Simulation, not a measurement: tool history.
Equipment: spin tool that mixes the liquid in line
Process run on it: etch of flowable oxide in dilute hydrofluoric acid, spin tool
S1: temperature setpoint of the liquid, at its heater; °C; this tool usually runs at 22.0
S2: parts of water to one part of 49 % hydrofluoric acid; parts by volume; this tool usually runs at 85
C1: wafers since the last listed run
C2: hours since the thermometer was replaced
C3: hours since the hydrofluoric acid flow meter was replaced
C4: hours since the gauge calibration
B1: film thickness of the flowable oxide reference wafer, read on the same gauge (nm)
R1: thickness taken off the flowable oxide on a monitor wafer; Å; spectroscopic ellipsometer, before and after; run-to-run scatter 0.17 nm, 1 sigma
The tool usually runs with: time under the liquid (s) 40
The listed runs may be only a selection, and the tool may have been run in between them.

run 1 hour=0.0 | S1=22.0 S2=85 time_under_the_liquid_(s)=40 | C1=0 C2=1975.2 C3=901.5 C4=224.3 | B1=69.99 | R1=181.5
run 2 hour=16.5 | S1=20.5 S2=85 time_under_the_liquid_(s)=45 | C1=328 C2=1991.7 C3=918.0 C4=240.8 | B1=70.01 | R1=191.9
run 3 hour=29.9 | S1=22.0 S2=70 time_under_the_liquid_(s)=40 | C1=266 C2=2005.1 C3=931.4 C4=254.2 | B1=69.97 | R1=224.1
run 4 hour=42.8 | S1=22.0 S2=70 time_under_the_liquid_(s)=40 | C1=256 C2=2018.0 C3=944.3 C4=267.1 | B1=70.03 | R1=224.4
run 5 hour=55.5 | S1=22.0 S2=75 time_under_the_liquid_(s)=40 | C1=252 C2=2030.7 C3=957.0 C4=279.8 | B1=70.01 | R1=205.9
run 6 hour=67.5 | S1=22.0 S2=75 time_under_the_liquid_(s)=40 | C1=238 C2=2042.7 C3=969.0 C4=291.8 | B1=70.01 | R1=210.4
run 7 hour=82.7 | S1=22.0 S2=85 time_under_the_liquid_(s)=45 | C1=302 C2=2057.9 C3=984.2 C4=307.0 | B1=69.99 | R1=203.0
run 8 hour=96.0 | S1=22.0 S2=85 time_under_the_liquid_(s)=45 | C1=264 C2=2071.2 C3=997.5 C4=320.3 | B1=70.01 | R1=201.0
run 9 hour=108.0 | S1=22.0 S2=85 time_under_the_liquid_(s)=45 | C1=238 C2=2083.2 C3=1009.5 C4=332.3 | B1=70.02 | R1=203.9
run 10 hour=119.8 | S1=25.5 S2=85 time_under_the_liquid_(s)=40 | C1=234 C2=2095.0 C3=1021.3 C4=344.1 | B1=70.00 | R1=205.2
run 11 hour=127.5 | S1=25.5 S2=85 time_under_the_liquid_(s)=40 | C1=153 C2=2102.7 C3=1029.0 C4=351.8 | B1=69.99 | R1=209.5
run 12 hour=135.6 | S1=23.5 S2=85 time_under_the_liquid_(s)=40 | C1=161 C2=2110.8 C3=1037.1 C4=359.9 | B1=69.99 | R1=191.0
run 13 hour=143.2 | S1=22.0 S2=85 time_under_the_liquid_(s)=40 | C1=151 C2=2118.4 C3=1044.7 C4=367.5 | B1=70.02 | R1=181.5
run 14 hour=159.6 | S1=22.0 S2=85 time_under_the_liquid_(s)=40 | C1=326 C2=2134.8 C3=1061.1 C4=383.9 | B1=69.98 | R1=178.5
run 15 hour=170.6 | S1=22.0 S2=85 time_under_the_liquid_(s)=60 | C1=218 C2=2145.8 C3=1072.1 C4=394.9 | B1=70.01 | R1=271.8
run 16 hour=179.3 | S1=22.0 S2=105 time_under_the_liquid_(s)=40 | C1=172 C2=2154.5 C3=1080.8 C4=403.6 | B1=70.02 | R1=143.2
run 17 hour=186.9 | S1=25.0 S2=100 time_under_the_liquid_(s)=35 | C1=151 C2=2162.1 C3=1088.4 C4=411.2 | B1=70.01 | R1=149.7
run 18 hour=202.7 | S1=22.0 S2=85 time_under_the_liquid_(s)=40 | C1=314 C2=2177.9 C3=1104.2 C4=427.0 | B1=70.00 | R1=179.6
run 19 hour=217.2 | S1=22.0 S2=85 time_under_the_liquid_(s)=40 | C1=288 C2=2192.4 C3=1118.7 C4=441.5 | B1=69.99 | R1=180.2
-- hour=219.3 thermometer replaced
run 20 hour=223.6 | S1=22.0 S2=55 time_under_the_liquid_(s)=40 | C1=107 C2=4.3 C3=1125.1 C4=447.9 | B1=69.99 | R1=282.9
-- hour=230.2 hydrofluoric acid flow meter replaced
-- hour=232.2 gauge calibrated
run 21 hour=234.0 | S1=17.5 S2=75 time_under_the_liquid_(s)=40 | C1=186 C2=14.7 C3=3.8 C4=1.8 | B1=69.97 | R1=174.2
run 22 hour=251.3 | S1=17.5 S2=85 time_under_the_liquid_(s)=40 | C1=343 C2=32.0 C3=21.1 C4=19.1 | B1=69.98 | R1=149.2
run 23 hour=262.3 | S1=24.5 S2=85 time_under_the_liquid_(s)=30 | C1=218 C2=43.0 C3=32.1 C4=30.1 | B1=69.99 | R1=151.4
run 24 hour=273.2 | S1=24.5 S2=100 time_under_the_liquid_(s)=60 | C1=216 C2=53.9 C3=43.0 C4=41.0 | B1=70.01 | R1=248.7
run 25 hour=287.0 | S1=22.0 S2=85 time_under_the_liquid_(s)=40 | C1=274 C2=67.7 C3=56.8 C4=54.8 | B1=69.99 | R1=178.5
run 26 hour=299.3 | S1=22.0 S2=85 time_under_the_liquid_(s)=40 | C1=244 C2=80.0 C3=69.1 C4=67.1 | B1=70.01 | R1=179.0
run 27 hour=310.2 | S1=22.0 S2=105 time_under_the_liquid_(s)=60 | C1=216 C2=90.9 C3=80.0 C4=78.0 | B1=70.02 | R1=213.5
run 28 hour=328.0 | S1=25.5 S2=105 time_under_the_liquid_(s)=60 | C1=353 C2=108.7 C3=97.8 C4=95.8 | B1=70.01 | R1=243.4
run 29 hour=335.6 | S1=26.0 S2=85 time_under_the_liquid_(s)=40 | C1=151 C2=116.3 C3=105.4 C4=103.4 | B1=69.96 | R1=214.5
run 30 hour=352.4 | S1=20.0 S2=75 time_under_the_liquid_(s)=55 | C1=333 C2=133.1 C3=122.2 C4=120.2 | B1=70.00 | R1=260.5
run 31 hour=360.7 | S1=25.0 S2=110 time_under_the_liquid_(s)=60 | C1=165 C2=141.4 C3=130.5 C4=128.5 | B1=69.99 | R1=228.2
run 32 hour=369.0 | S1=22.0 S2=85 time_under_the_liquid_(s)=40 | C1=165 C2=149.7 C3=138.8 C4=136.8 | B1=70.00 | R1=180.0
run 33 hour=383.9 | S1=19.5 S2=85 time_under_the_liquid_(s)=40 | C1=296 C2=164.6 C3=153.7 C4=151.7 | B1=69.98 | R1=160.7
run 34 hour=393.0 | S1=19.0 S2=60 time_under_the_liquid_(s)=65 | C1=180 C2=173.7 C3=162.8 C4=160.8 | B1=69.99 | R1=381.9

Here are 4 independent what-if runs from the current tool condition. What would each one return?
run A hour=393.4 | S1=22.0 S2=85 time_under_the_liquid_(s)=20 | C1=7 C2=174.1 C3=163.2 C4=161.2 | B1=? | R1=?
run B hour=393.4 | S1=22.0 S2=50 time_under_the_liquid_(s)=40 | C1=7 C2=174.1 C3=163.2 C4=161.2 | B1=? | R1=?
run C hour=393.4 | S1=22.0 S2=120 time_under_the_liquid_(s)=50 | C1=7 C2=174.1 C3=163.2 C4=161.2 | B1=? | R1=?
run D hour=393.4 | S1=25.0 S2=100 time_under_the_liquid_(s)=50 | C1=7 C2=174.1 C3=163.2 C4=161.2 | B1=? | R1=?

run=A B1=70.01 R1=90.2
run=B B1=70.01 R1=320.2
run=C B1=70.01 R1=153.3
run=D B1=70.01 R1=212.2
With the hidden condition removed and each run's random variation left untouched, the same runs would have given:
run=A R1=90.2
run=B R1=320.2
run=C R1=153.3
run=D R1=212.2
